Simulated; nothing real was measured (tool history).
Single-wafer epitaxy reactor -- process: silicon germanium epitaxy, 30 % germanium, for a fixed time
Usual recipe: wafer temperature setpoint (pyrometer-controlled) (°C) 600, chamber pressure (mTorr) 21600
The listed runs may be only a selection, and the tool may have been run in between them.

run   hour  wafer temperature setpoint (pyrometer-controlled) (°C)  chamber pressure (mTorr)  wafers since the last listed run  hours since the last pyrometer calibration  hours since the last manometer calibration  hours since the showerhead was replaced  hours since the gauge calibration  read-back reference wafer on the same gauge, thickness_nm  mean film thickness on the monitor wafer (angstrom)
  1    0.0                                                     600                     19000                                 0                                      1956.0                                      1719.4                                   6195.4                              191.2                                                     67.478                                               624.26
  2   23.8                                                     600                     19000                               694                                      1979.8                                      1743.2                                   6219.2                              215.0                                                     67.518                                               627.23
  3   52.3                                                     590                     21600                               832                                      2008.3                                      1771.7                                   6247.7                              243.5                                                     67.522                                               545.39
  4   71.5                                                     590                     21600                               560                                      2027.5                                      1790.9                                   6266.9                              262.7                                                     67.514                                               543.81
  5  101.7                                                     600                     21600                               881                                      2057.7                                      1821.1                                   6297.1                              292.9                                                     67.540                                               657.88
  6  114.7                                                     600                     21600                               379                                      2070.7                                      1834.1                                   6310.1                              305.9                                                     67.488                                               659.44
     118.8  -- gauge calibrated
  7  140.5                                                     600                     21600                               753                                      2096.5                                      1859.9                                   6335.9                               21.7                                                     67.507                                               659.50
     160.7  -- capacitance manometer re-zeroed and calibrated
  8  161.2                                                     600                     21600                               370                                      2117.2                                         0.5                                   6356.6                               42.4                                                     67.493                                               665.23
     171.6  -- pyrometer calibrated
     174.8  -- showerhead replaced
  9  183.7                                                     600                     21600                               328                                        12.1                                        23.0                                      8.9                               64.9                                                     67.500                                               715.34
 10  207.0                                                     609                     21600                               680                                        35.4                                        46.3                                     32.2                               88.2                                                     67.490                                               845.44
     232.5  -- pyrometer calibrated, repeated, since the last time left the tool worse
 11  233.2                                                     600                     21600                               531                                         0.7                                        72.5                                     58.4                              114.4                                                     67.501                                               617.82
 12  258.6                                                     600                     21600                               741                                        26.1                                        97.9                                     83.8                              139.8                                                     67.479                                               617.85
 13  285.4                                                     586                     21600                               782                                        52.9                                       124.7                                    110.6                              166.6                                                     67.465                                               471.53
 14  300.5                                                     610                     26900                               440                                        68.0                                       139.8                                    125.7                              181.7                                                     67.530                                               819.48
 15  316.2                                                     613                     19400                               458                                        83.7                                       155.5                                    141.4                              197.4                                                     67.494                                               758.75
 16  328.9                                                     589                     16600                               370                                        96.4                                       168.2                                    154.1                              210.1                                                     67.540                                               450.81
 17  345.0                                                     609                     19000                               470                                       112.5                                       184.3                                    170.2                              226.2                                                     67.523                                               700.91

Selected run-to-run steps in mean film thickness on the monitor wafer (angstrom), each split into two signed amounts: the part the tool would show with no hidden state at all (from settings, incoming material and random variation), and the remainder, which goes to the hidden state together with any gauge scatter not common to the measured and the hidden-state-free results:
The tool's hidden condition here consists of: wafer temperature above the value expected at the setpoint (K); true pressure above the setpoint (%); gauge reads high (%).
Run 10 -> 11: wafer temperature setpoint (pyrometer-controlled) (°C) 609 -> 600, pyrometer calibrated, repeated, since the last time left the tool worse. mean film thickness on the monitor wafer (angstrom) -227.62: hidden state -114.80, all else -112.82.
Run 13 -> 14: wafer temperature setpoint (pyrometer-controlled) (°C) 586 -> 610, chamber pressure (mTorr) 21600 -> 26900. mean film thickness on the monitor wafer (angstrom) +347.95: hidden state +0.51, all else +347.44.
